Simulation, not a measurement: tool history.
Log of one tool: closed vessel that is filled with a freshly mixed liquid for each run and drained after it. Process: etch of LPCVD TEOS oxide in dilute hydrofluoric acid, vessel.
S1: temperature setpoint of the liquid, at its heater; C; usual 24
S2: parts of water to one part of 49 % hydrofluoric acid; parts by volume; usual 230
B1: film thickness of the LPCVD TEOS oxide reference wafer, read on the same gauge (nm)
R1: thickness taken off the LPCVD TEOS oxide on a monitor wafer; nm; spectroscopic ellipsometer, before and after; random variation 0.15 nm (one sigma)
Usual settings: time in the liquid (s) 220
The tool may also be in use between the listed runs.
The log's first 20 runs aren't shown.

{"run": 21, "hour": 508.7, "S1": 25.5, "S2": 190, "time in the liquid (s)": 220, "B1": 149.97, "R1": 38.11}
{"run": 22, "hour": 528.0, "S1": 24, "S2": 200, "time in the liquid (s)": 220, "B1": 150.03, "R1": 34}
{"run": 23, "hour": 561.0, "S1": 28, "S2": 185, "time in the liquid (s)": 155, "B1": 149.98, "R1": 30.21}
{"run": 24, "hour": 578.1, "S1": 26.5, "S2": 230, "time in the liquid (s)": 120, "B1": 150, "R1": 16.9}
{"run": 25, "hour": 611.4, "S1": 24, "S2": 230, "time in the liquid (s)": 220, "B1": 149.96, "R1": 28.5}
{"run": 26, "hour": 630.7, "S1": 19, "S2": 285, "time in the liquid (s)": 220, "B1": 150, "R1": 18.31}
{"run": 27, "hour": 644.1, "S1": 24, "S2": 325, "time in the liquid (s)": 300, "B1": 150.02, "R1": 24.92}
{"run": 28, "hour": 668.1, "S1": 27.5, "S2": 310, "time in the liquid (s)": 220, "B1": 149.99, "R1": 22.01}
{"run": 29, "hour": 741.1, "S1": 27, "S2": 230, "time in the liquid (s)": 220, "B1": 150.04, "R1": 31.87}
{"run": 30, "hour": 767.4, "S1": 22, "S2": 315, "time in the liquid (s)": 280, "B1": 150.02, "R1": 22.84}
{"run": 31, "hour": 797.6, "S1": 24, "S2": 190, "time in the liquid (s)": 220, "B1": 150, "R1": 36.08}
{"run": 32, "hour": 815.3, "S1": 28, "S2": 230, "time in the liquid (s)": 140, "B1": 150, "R1": 21.16}

5 ways to go on from here, each from the tool as it stands after run 32. What would each give?
{"run": "A", "hour": 816.0, "S1": 24, "S2": 230, "time in the liquid (s)": 220, "B1": "?", "R1": "?"}
{"run": "B", "hour": 816.0, "S1": 20.5, "S2": 115, "time in the liquid (s)": 315, "B1": "?", "R1": "?"}
{"run": "C", "hour": 816.0, "S1": 22.5, "S2": 230, "time in the liquid (s)": 155, "B1": "?", "R1": "?"}
{"run": "D", "hour": 816.0, "S1": 20, "S2": 230, "time in the liquid (s)": 220, "B1": "?", "R1": "?"}
{"run": "E", "hour": 816.0, "S1": 20, "S2": 320, "time in the liquid (s)": 115, "B1": "?", "R1": "?"}

run=A B1=149.96 R1=28.59
run=B B1=149.96 R1=81.15
run=C B1=149.96 R1=19.07
run=D B1=149.96 R1=24.67
run=E B1=149.96 R1=8.53
Without the tool's hidden state the same runs would have given:
run=A R1=27.98
run=B R1=79.24
run=C R1=18.66
run=D R1=24.13
run=E R1=8.35
